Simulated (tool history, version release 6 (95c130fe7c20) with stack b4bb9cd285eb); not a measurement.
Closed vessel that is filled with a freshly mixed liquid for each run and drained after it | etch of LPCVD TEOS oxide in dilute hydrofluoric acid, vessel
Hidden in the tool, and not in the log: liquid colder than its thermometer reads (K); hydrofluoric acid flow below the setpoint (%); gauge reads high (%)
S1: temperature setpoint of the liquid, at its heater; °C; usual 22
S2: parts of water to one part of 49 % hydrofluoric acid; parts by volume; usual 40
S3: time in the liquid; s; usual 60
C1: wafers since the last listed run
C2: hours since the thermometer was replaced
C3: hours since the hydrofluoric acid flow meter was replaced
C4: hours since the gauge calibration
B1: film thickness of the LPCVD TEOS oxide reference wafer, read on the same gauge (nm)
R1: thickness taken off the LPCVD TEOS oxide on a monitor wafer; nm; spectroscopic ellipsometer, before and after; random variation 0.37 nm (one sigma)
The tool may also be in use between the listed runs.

{"run": 1, "day": 0.0, "S1": 22, "S2": 40, "S3": 60, "C1": 0, "C2": 2153.3, "C3": 48.6, "C4": 1051.2, "B1": 90.02, "R1": 66.93}
{"run": 2, "day": 4.146, "S1": 22, "S2": 40, "S3": 60, "C1": 13270, "C2": 2252.8, "C3": 148.1, "C4": 1150.7, "B1": 89.99, "R1": 67.33}
{"run": 3, "day": 5.746, "S1": 22, "S2": 40, "S3": 60, "C1": 5121, "C2": 2291.2, "C3": 186.5, "C4": 1189.1, "B1": 90, "R1": 66.81}
{"run": 4, "day": 10.008, "S1": 22, "S2": 40, "S3": 80, "C1": 13643, "C2": 2393.5, "C3": 288.8, "C4": 1291.4, "B1": 89.99, "R1": 88.58}
{"run": 5, "day": 11.629, "S1": 22, "S2": 40, "S3": 80, "C1": 5188, "C2": 2432.4, "C3": 327.7, "C4": 1330.3, "B1": 89.99, "R1": 88.51}
{"run": 6, "day": 14.417, "S1": 22, "S2": 40, "S3": 60, "C1": 8922, "C2": 2499.3, "C3": 394.6, "C4": 1397.2, "B1": 90.02, "R1": 66.19}
{"run": 7, "day": 16.571, "S1": 22, "S2": 40, "S3": 60, "C1": 6895, "C2": 2551, "C3": 446.3, "C4": 1448.9, "B1": 89.98, "R1": 66.66}
{"run": 8, "day": 18.908, "S1": 22, "S2": 40, "S3": 60, "C1": 7481, "C2": 2607.1, "C3": 502.4, "C4": 1505, "B1": 90, "R1": 65.43}
{"run": 9, "day": 23.2, "S1": 22, "S2": 40, "S3": 60, "C1": 13737, "C2": 2710.1, "C3": 605.4, "C4": 1608, "B1": 89.97, "R1": 65.75}
{"run": 10, "day": 24.967, "S1": 22, "S2": 40, "S3": 60, "C1": 5654, "C2": 2752.5, "C3": 647.8, "C4": 1650.4, "B1": 89.98, "R1": 65.84}
{"day": 27.404, "done": "gauge calibrated"}
{"run": 11, "day": 27.975, "S1": 22, "S2": 45, "S3": 60, "C1": 9629, "C2": 2824.7, "C3": 720, "C4": 13.7, "B1": 90.01, "R1": 58.04}
{"run": 12, "day": 31.767, "S1": 22, "S2": 45, "S3": 60, "C1": 12136, "C2": 2915.7, "C3": 811, "C4": 104.7, "B1": 89.97, "R1": 57.88}
{"run": 13, "day": 34.25, "S1": 22, "S2": 40, "S3": 60, "C1": 7948, "C2": 2975.3, "C3": 870.6, "C4": 164.3, "B1": 89.99, "R1": 64.99}
{"run": 14, "day": 37.854, "S1": 22, "S2": 40, "S3": 40, "C1": 11536, "C2": 3061.8, "C3": 957.1, "C4": 250.8, "B1": 89.97, "R1": 43.26}
{"day": 41.117, "done": "thermometer replaced"}
{"run": 15, "day": 41.496, "S1": 22, "S2": 40, "S3": 60, "C1": 11523, "C2": 9.1, "C3": 1044.5, "C4": 338.2, "B1": 90.03, "R1": 65.3}
{"day": 42.154, "done": "hydrofluoric acid flow meter replaced"}
{"run": 16, "day": 44.6, "S1": 20.5, "S2": 40, "S3": 40, "C1": 9802, "C2": 83.6, "C3": 58.7, "C4": 412.7, "B1": 90, "R1": 41.63}
{"run": 17, "day": 46.417, "S1": 22, "S2": 55, "S3": 60, "C1": 5814, "C2": 127.2, "C3": 102.3, "C4": 456.3, "B1": 89.99, "R1": 47.86}
{"run": 18, "day": 50.004, "S1": 18.5, "S2": 40, "S3": 50, "C1": 11483, "C2": 213.3, "C3": 188.4, "C4": 542.4, "B1": 89.99, "R1": 47.8}
{"run": 19, "day": 51.717, "S1": 19.5, "S2": 40, "S3": 60, "C1": 5481, "C2": 254.4, "C3": 229.5, "C4": 583.5, "B1": 90.02, "R1": 59.88}
{"run": 20, "day": 53.296, "S1": 20, "S2": 40, "S3": 95, "C1": 5054, "C2": 292.3, "C3": 267.4, "C4": 621.4, "B1": 90.01, "R1": 96.25}
{"run": 21, "day": 55.021, "S1": 22, "S2": 30, "S3": 40, "C1": 5521, "C2": 333.7, "C3": 308.8, "C4": 662.8, "B1": 90.01, "R1": 59.97}
{"run": 22, "day": 58.138, "S1": 23.5, "S2": 40, "S3": 95, "C1": 9975, "C2": 408.5, "C3": 383.6, "C4": 737.6, "B1": 89.96, "R1": 111.9}
{"run": 23, "day": 61.108, "S1": 24, "S2": 30, "S3": 80, "C1": 9509, "C2": 479.8, "C3": 454.9, "C4": 808.9, "B1": 90, "R1": 129.82}
{"run": 24, "day": 63.504, "S1": 22, "S2": 40, "S3": 60, "C1": 7668, "C2": 537.3, "C3": 512.4, "C4": 866.4, "B1": 90.01, "R1": 66.4}
{"run": 25, "day": 66.154, "S1": 25, "S2": 55, "S3": 35, "C1": 8482, "C2": 600.9, "C3": 576, "C4": 930, "B1": 90.05, "R1": 31.13}
{"run": 26, "day": 79.117, "S1": 22, "S2": 40, "S3": 60, "C1": 41491, "C2": 912, "C3": 887.1, "C4": 1241.1, "B1": 89.98, "R1": 65.21}

3 ways to go on from here, each from the tool as it stands after run 26. What would each give?
{"run": "A", "day": 79.146, "S1": 22, "S2": 40, "S3": 60, "C1": 93, "C2": 912.7, "C3": 887.8, "C4": 1241.8, "B1": "?", "R1": "?"}
{"run": "B", "day": 79.146, "S1": 18, "S2": 55, "S3": 30, "C1": 93, "C2": 912.7, "C3": 887.8, "C4": 1241.8, "B1": "?", "R1": "?"}
{"run": "C", "day": 79.146, "S1": 20.5, "S2": 25, "S3": 70, "C1": 93, "C2": 912.7, "C3": 887.8, "C4": 1241.8, "B1": "?", "R1": "?"}

run=A B1=89.96 R1=65.17
run=B B1=89.96 R1=19.62
run=C B1=89.96 R1=116.33
Without the tool's hidden state the same runs would have given:
run=A R1=67.09
run=B R1=20.21
run=C R1=119.69

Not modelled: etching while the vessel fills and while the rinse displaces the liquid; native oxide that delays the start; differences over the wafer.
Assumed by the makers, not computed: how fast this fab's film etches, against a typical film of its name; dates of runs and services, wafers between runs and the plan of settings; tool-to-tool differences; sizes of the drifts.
